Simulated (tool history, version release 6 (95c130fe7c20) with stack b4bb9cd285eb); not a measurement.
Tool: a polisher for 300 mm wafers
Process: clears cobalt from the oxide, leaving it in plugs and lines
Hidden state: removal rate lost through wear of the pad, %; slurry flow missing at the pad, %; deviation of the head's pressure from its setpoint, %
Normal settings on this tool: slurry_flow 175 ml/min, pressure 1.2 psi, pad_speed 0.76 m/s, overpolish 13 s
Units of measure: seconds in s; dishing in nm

| run | hour | slurry_flow | pressure | pad_speed | overpolish | wafers since the last listed run | wafers polished on this pad | hours since the slurry nozzle was cleaned | hours since the head pressure was calibrated | incoming thickness of the incoming film, nm | seconds | dishing |
|---|---|---|---|---|---|---|---|---|---|---|---|---|
| 1 | 0.0 | 175 | 1.2 | 0.76 | 13 | 0 | 1160 | 65.0 | 746.4 | 271.7 | 140.2 | 21.3 |
| 2 | 62.8 | 175 | 1.2 | 0.88 | 13 | 595 | 1755 | 127.8 | 809.2 | 275.2 | 130.1 | 23.5 |
|  | 83.4 | worn pad replaced by a new one |
| 3 | 101.7 | 175 | 1.2 | 0.88 | 13 | 330 | 173 | 166.7 | 848.1 | 273.0 | 126.4 | 23.0 |
| 4 | 205.0 | 175 | 1.2 | 0.76 | 13 | 979 | 1152 | 270.0 | 951.4 | 274.2 | 140.8 | 21.1 |
| 5 | 289.3 | 175 | 1.2 | 0.76 | 13 | 799 | 1952 | 354.3 | 1035.7 | 275.7 | 139.0 | 22.1 |
|  | 321.5 | slurry nozzle cleaned |
|  | 329.7 | worn pad replaced by a new one |
| 6 | 376.6 | 175 | 1.0 | 0.76 | 13 | 780 | 444 | 55.1 | 1123.0 | 273.1 | 169.7 | 17.8 |
| 7 | 418.9 | 175 | 1.0 | 0.76 | 13 | 401 | 845 | 97.4 | 1165.3 | 271.8 | 167.8 | 18.4 |
|  | 487.5 | head pressure recalibrated |
| 8 | 514.3 | 175 | 1.0 | 0.76 | 13 | 885 | 1730 | 192.8 | 26.8 | 279.3 | 176.2 | 18.2 |
|  | 565.2 | worn pad replaced by a new one |
| 9 | 593.4 | 175 | 0.9 | 0.76 | 13 | 712 | 267 | 271.9 | 105.9 | 272.1 | 187.5 | 16.4 |
|  | 649.5 | slurry nozzle cleaned |
| 10 | 675.4 | 230 | 1.2 | 0.76 | 13 | 767 | 1035 | 25.9 | 187.9 | 269.4 | 133.1 | 22.4 |
| 11 | 758.6 | 175 | 1.2 | 0.76 | 13 | 788 | 1824 | 109.1 | 271.1 | 274.8 | 141.6 | 21.7 |
|  | 795.4 | worn pad replaced by a new one |
| 12 | 842.3 | 125 | 1.3 | 0.96 | 19 | 755 | 445 | 192.8 | 354.8 | 274.8 | 119.5 | 32.4 |
| 13 | 949.4 | 175 | 1.3 | 0.76 | 18 | 1015 | 1460 | 299.9 | 461.9 | 271.5 | 128.0 | 30.9 |
|  | 993.7 | slurry nozzle cleaned |
| 14 | 1015.5 | 230 | 0.8 | 0.76 | 13 | 617 | 2077 | 21.8 | 528.0 | 278.9 | 209.1 | 15.8 |
|  | 1035.3 | worn pad replaced by a new one |
| 15 | 1071.0 | 175 | 1.5 | 0.76 | 13 | 488 | 338 | 77.3 | 583.5 | 270.4 | 114.9 | 26.5 |
| 16 | 1166.9 | 200 | 0.9 | 0.76 | 13 | 909 | 1247 | 173.2 | 679.4 | 278.7 | 191.9 | 16.5 |

Consider 5 possible next runs. They are alternatives, not a sequence: every one starts from the tool as it was left by run 16. What does each give?
| A | 1167.4 | 175 | 1.2 | 0.76 | 13 | 4 | 1252 | 173.7 | 679.9 | 274.3 | ? | ? |
| B | 1167.4 | 215 | 1.0 | 0.76 | 18 | 4 | 1252 | 173.7 | 679.9 | 274.3 | ? | ? |
| C | 1167.4 | 175 | 1.2 | 0.76 | 20 | 4 | 1252 | 173.7 | 679.9 | 274.3 | ? | ? |
| D | 1167.4 | 120 | 1.2 | 0.76 | 13 | 4 | 1252 | 173.7 | 679.9 | 274.3 | ? | ? |
| E | 1167.4 | 175 | 0.9 | 0.56 | 13 | 4 | 1252 | 173.7 | 679.9 | 274.3 | ? | ? |

| run | seconds | dishing |
|---|---|---|
| A | 141.8 | 21.3 |
| B | 165.2 | 24.7 |
| C | 141.8 | 30.6 |
| D | 153.2 | 19.9 |
| E | 224.5 | 14.1 |
Take away the tool's hidden state, keep each run's random variation, and the runs would have read:
| run | seconds | dishing |
|---|---|---|
| A | 141.8 | 21.3 |
| B | 165.2 | 24.7 |
| C | 141.8 | 30.6 |
| D | 153.2 | 19.9 |
| E | 224.5 | 14.1 |
